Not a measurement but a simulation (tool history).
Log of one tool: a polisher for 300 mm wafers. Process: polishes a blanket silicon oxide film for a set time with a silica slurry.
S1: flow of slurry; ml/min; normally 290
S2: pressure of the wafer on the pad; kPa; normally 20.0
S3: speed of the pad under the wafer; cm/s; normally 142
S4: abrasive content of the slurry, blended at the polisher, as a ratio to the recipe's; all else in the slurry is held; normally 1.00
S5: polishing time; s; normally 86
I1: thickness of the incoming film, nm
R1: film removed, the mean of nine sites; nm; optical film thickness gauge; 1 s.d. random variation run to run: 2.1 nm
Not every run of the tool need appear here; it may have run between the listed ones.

| run | day | S1 | S2 | S3 | S4 | S5 | I1 | R1 |
|---|---|---|---|---|---|---|---|---|
| 1 | 0.000 | 290 | 20.0 | 142 | 1.00 | 86 | 1627.5 | 221.8 |
| 2 | 2.583 | 290 | 20.0 | 142 | 1.00 | 86 | 1631.5 | 222.0 |
| 3 | 3.796 | 290 | 20.0 | 142 | 1.00 | 86 | 1607.2 | 214.4 |
|  | 4.188 | slurry blender recalibrated |
| 4 | 5.621 | 290 | 20.0 | 142 | 1.00 | 86 | 1601.0 | 209.6 |
|  | 7.250 | conditioning disc replaced and pad reconditioned |
| 5 | 7.658 | 290 | 20.0 | 126 | 1.00 | 86 | 1596.6 | 183.7 |
|  | 8.142 | worn pad replaced by a new one |
| 6 | 9.371 | 290 | 20.0 | 126 | 1.00 | 86 | 1610.0 | 207.5 |
| 7 | 10.400 | 290 | 20.0 | 126 | 1.00 | 86 | 1574.2 | 208.1 |
| 8 | 13.192 | 290 | 20.0 | 142 | 1.00 | 86 | 1595.6 | 229.0 |
| 9 | 14.733 | 290 | 20.0 | 142 | 1.00 | 86 | 1609.4 | 222.6 |
| 10 | 17.388 | 290 | 16.5 | 182 | 0.90 | 86 | 1618.5 | 201.5 |
| 11 | 18.492 | 290 | 13.8 | 142 | 0.70 | 86 | 1583.5 | 110.3 |
|  | 19.092 | worn pad replaced by a new one |
| 12 | 21.467 | 380 | 20.0 | 142 | 1.00 | 58 | 1632.1 | 160.1 |
|  | 21.608 | conditioning disc replaced and pad reconditioned |
|  | 22.121 | slurry blender recalibrated |
| 13 | 23.992 | 290 | 20.0 | 142 | 1.00 | 86 | 1577.1 | 226.9 |
|  | 27.000 | head pressure recalibrated |
| 14 | 27.229 | 290 | 20.0 | 142 | 1.00 | 92 | 1626.6 | 233.1 |
|  | 29.812 | slurry nozzle cleaned |
| 15 | 29.912 | 290 | 22.1 | 142 | 1.20 | 99 | 1582.5 | 297.4 |
| 16 | 31.192 | 355 | 20.0 | 164 | 0.70 | 75 | 1610.1 | 149.8 |
|  | 31.600 | worn pad replaced by a new one |
| 17 | 33.375 | 290 | 20.0 | 142 | 1.00 | 86 | 1579.8 | 224.5 |
|  | 33.612 | conditioning disc replaced and pad reconditioned |
| 18 | 35.504 | 290 | 20.0 | 142 | 1.20 | 62 | 1601.2 | 181.6 |
| 19 | 37.771 | 355 | 20.0 | 142 | 1.10 | 104 | 1628.2 | 290.6 |
| 20 | 39.904 | 290 | 20.0 | 142 | 1.15 | 77 | 1582.5 | 213.2 |
|  | 41.446 | slurry blender recalibrated |
| 21 | 42.192 | 345 | 26.2 | 128 | 1.15 | 86 | 1577.4 | 275.5 |
|  | 42.700 | worn pad replaced by a new one |
| 22 | 43.783 | 290 | 20.0 | 116 | 1.00 | 86 | 1594.7 | 196.6 |
| 23 | 45.650 | 355 | 17.2 | 142 | 1.00 | 86 | 1595.6 | 200.7 |
|  | 46.167 | conditioning disc replaced and pad reconditioned |
| 24 | 50.238 | 290 | 20.0 | 142 | 1.00 | 86 | 1625.1 | 218.9 |

State the hidden condition of the tool at each of the runs:
slurry flow missing at the pad, %: 0 on each run
deviation of the head's pressure from its setpoint, %: 0 on each run
abrasive missing from the slurry, %: 0 on each run
time polished since the conditioner stopped cutting, s: 0 on each run
H1: removal rate lost through wear of the pad, %
| run | H1 |
|---|---|
| 1 | 2.85 |
| 2 | 5.31 |
| 3 | 6.79 |
| 4 | 9.39 |
| 5 | 12.8 |
| 6 | 0.422 |
| 7 | 0.668 |
| 8 | 2.07 |
| 9 | 3.3 |
| 10 | 6.19 |
| 11 | 7.68 |
| 12 | 0.758 |
| 13 | 2.02 |
| 14 | 4.92 |
| 15 | 8.42 |
| 16 | 10.4 |
| 17 | 1.41 |
| 18 | 2.24 |
| 19 | 3.81 |
| 20 | 5.93 |
| 21 | 8.9 |
| 22 | 0.819 |
| 23 | 1.34 |
| 24 | 4.65 |
